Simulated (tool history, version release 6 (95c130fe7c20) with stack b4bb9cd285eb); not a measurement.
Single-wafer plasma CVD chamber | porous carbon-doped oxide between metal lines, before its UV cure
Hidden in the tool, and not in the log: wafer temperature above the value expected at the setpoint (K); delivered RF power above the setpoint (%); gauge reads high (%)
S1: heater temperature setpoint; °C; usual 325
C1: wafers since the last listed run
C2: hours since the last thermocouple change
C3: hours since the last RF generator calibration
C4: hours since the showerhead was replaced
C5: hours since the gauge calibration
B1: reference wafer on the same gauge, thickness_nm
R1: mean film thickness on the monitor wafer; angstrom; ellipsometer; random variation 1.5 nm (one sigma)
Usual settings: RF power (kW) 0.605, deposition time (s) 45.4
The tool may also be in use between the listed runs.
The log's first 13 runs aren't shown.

run 14 day=14.238 | S1=321 RF_power_(kW)=0.495 deposition_time_(s)=36.5 | C1=495 C2=2256.8 C3=30.4 C4=243.9 C5=214.7 | B1=210.865 | R1=1707.09
run 15 day=15.054 | S1=325 RF_power_(kW)=0.605 deposition_time_(s)=45.4 | C1=519 C2=2276.4 C3=50.0 C4=263.5 C5=234.3 | B1=210.536 | R1=2495.68
run 16 day=15.842 | S1=325 RF_power_(kW)=0.605 deposition_time_(s)=38.4 | C1=500 C2=2295.3 C3=68.9 C4=282.4 C5=253.2 | B1=210.553 | R1=2143.33
run 17 day=16.983 | S1=312 RF_power_(kW)=0.635 deposition_time_(s)=52.9 | C1=726 C2=2322.7 C3=96.3 C4=309.8 C5=280.6 | B1=211.125 | R1=3233.82
run 18 day=17.642 | S1=325 RF_power_(kW)=0.605 deposition_time_(s)=45.4 | C1=418 C2=2338.5 C3=112.1 C4=325.6 C5=296.4 | B1=211.414 | R1=2516.75
run 19 day=18.725 | S1=325 RF_power_(kW)=0.605 deposition_time_(s)=45.4 | C1=689 C2=2364.5 C3=138.1 C4=351.6 C5=322.4 | B1=211.176 | R1=2516.23
run 20 day=20.121 | S1=325 RF_power_(kW)=0.510 deposition_time_(s)=52.4 | C1=887 C2=2398.0 C3=171.6 C4=385.1 C5=355.9 | B1=211.072 | R1=2433.72
-- day=20.758 thermocouple changed; heater temperature recalibrated
run 21 day=21.358 | S1=325 RF_power_(kW)=0.605 deposition_time_(s)=45.4 | C1=575 C2=14.4 C3=201.3 C4=414.8 C5=385.6 | B1=210.663 | R1=2496.96
run 22 day=22.729 | S1=325 RF_power_(kW)=0.605 deposition_time_(s)=42.4 | C1=871 C2=47.3 C3=234.2 C4=447.7 C5=418.5 | B1=210.996 | R1=2371.46
run 23 day=23.821 | S1=335 RF_power_(kW)=0.605 deposition_time_(s)=50.5 | C1=694 C2=73.5 C3=260.4 C4=473.9 C5=444.7 | B1=210.585 | R1=2647.85
run 24 day=24.575 | S1=325 RF_power_(kW)=0.605 deposition_time_(s)=45.4 | C1=479 C2=91.6 C3=278.5 C4=492.0 C5=462.8 | B1=211.601 | R1=2483.63
run 25 day=25.088 | S1=321 RF_power_(kW)=0.565 deposition_time_(s)=40.2 | C1=325 C2=103.9 C3=290.8 C4=504.3 C5=475.1 | B1=211.332 | R1=2124.10
run 26 day=26.162 | S1=325 RF_power_(kW)=0.605 deposition_time_(s)=43.0 | C1=683 C2=129.7 C3=316.6 C4=530.1 C5=500.9 | B1=211.879 | R1=2376.05
run 27 day=27.475 | S1=325 RF_power_(kW)=0.535 deposition_time_(s)=45.4 | C1=834 C2=161.2 C3=348.1 C4=561.6 C5=532.4 | B1=210.797 | R1=2213.76
run 28 day=28.321 | S1=325 RF_power_(kW)=0.605 deposition_time_(s)=50.5 | C1=538 C2=181.5 C3=368.4 C4=581.9 C5=552.7 | B1=210.875 | R1=2808.19
run 29 day=28.912 | S1=310 RF_power_(kW)=0.605 deposition_time_(s)=45.4 | C1=376 C2=195.7 C3=382.6 C4=596.1 C5=566.9 | B1=211.211 | R1=2674.05
run 30 day=32.229 | S1=332 RF_power_(kW)=0.505 deposition_time_(s)=42.5 | C1=2109 C2=275.3 C3=462.2 C4=675.7 C5=646.5 | B1=211.062 | R1=1892.03
run 31 day=32.775 | S1=335 RF_power_(kW)=0.645 deposition_time_(s)=53.9 | C1=347 C2=288.4 C3=475.3 C4=688.8 C5=659.6 | B1=210.792 | R1=2996.19
run 32 day=34.154 | S1=333 RF_power_(kW)=0.640 deposition_time_(s)=54.0 | C1=877 C2=321.5 C3=508.4 C4=721.9 C5=692.7 | B1=211.453 | R1=3017.68
run 33 day=35.542 | S1=311 RF_power_(kW)=0.605 deposition_time_(s)=45.4 | C1=882 C2=354.8 C3=541.7 C4=755.2 C5=726.0 | B1=211.347 | R1=2657.25
run 34 day=36.517 | S1=338 RF_power_(kW)=0.605 deposition_time_(s)=45.4 | C1=620 C2=378.2 C3=565.1 C4=778.6 C5=749.4 | B1=210.935 | R1=2377.47
run 35 day=37.883 | S1=338 RF_power_(kW)=0.605 deposition_time_(s)=45.4 | C1=869 C2=411.0 C3=597.9 C4=811.4 C5=782.2 | B1=211.159 | R1=2335.60

3 ways to go on from here, each from the tool as it stands after run 35. What would each give?
run A day=37.900 | S1=319 RF_power_(kW)=0.605 deposition_time_(s)=45.4 | C1=10 C2=411.4 C3=598.3 C4=811.8 C5=782.6 | B1=? | R1=?
run B day=37.900 | S1=325 RF_power_(kW)=0.605 deposition_time_(s)=47.7 | C1=10 C2=411.4 C3=598.3 C4=811.8 C5=782.6 | B1=? | R1=?
run C day=37.900 | S1=325 RF_power_(kW)=0.665 deposition_time_(s)=51.7 | C1=10 C2=411.4 C3=598.3 C4=811.8 C5=782.6 | B1=? | R1=?

run=A B1=211.705 R1=2532.99
run=B B1=211.705 R1=2589.80
run=C B1=211.705 R1=3051.01
Without the tool's hidden state the same runs would have given:
run=A R1=2572.88
run=B R1=2630.58
run=C R1=3098.30
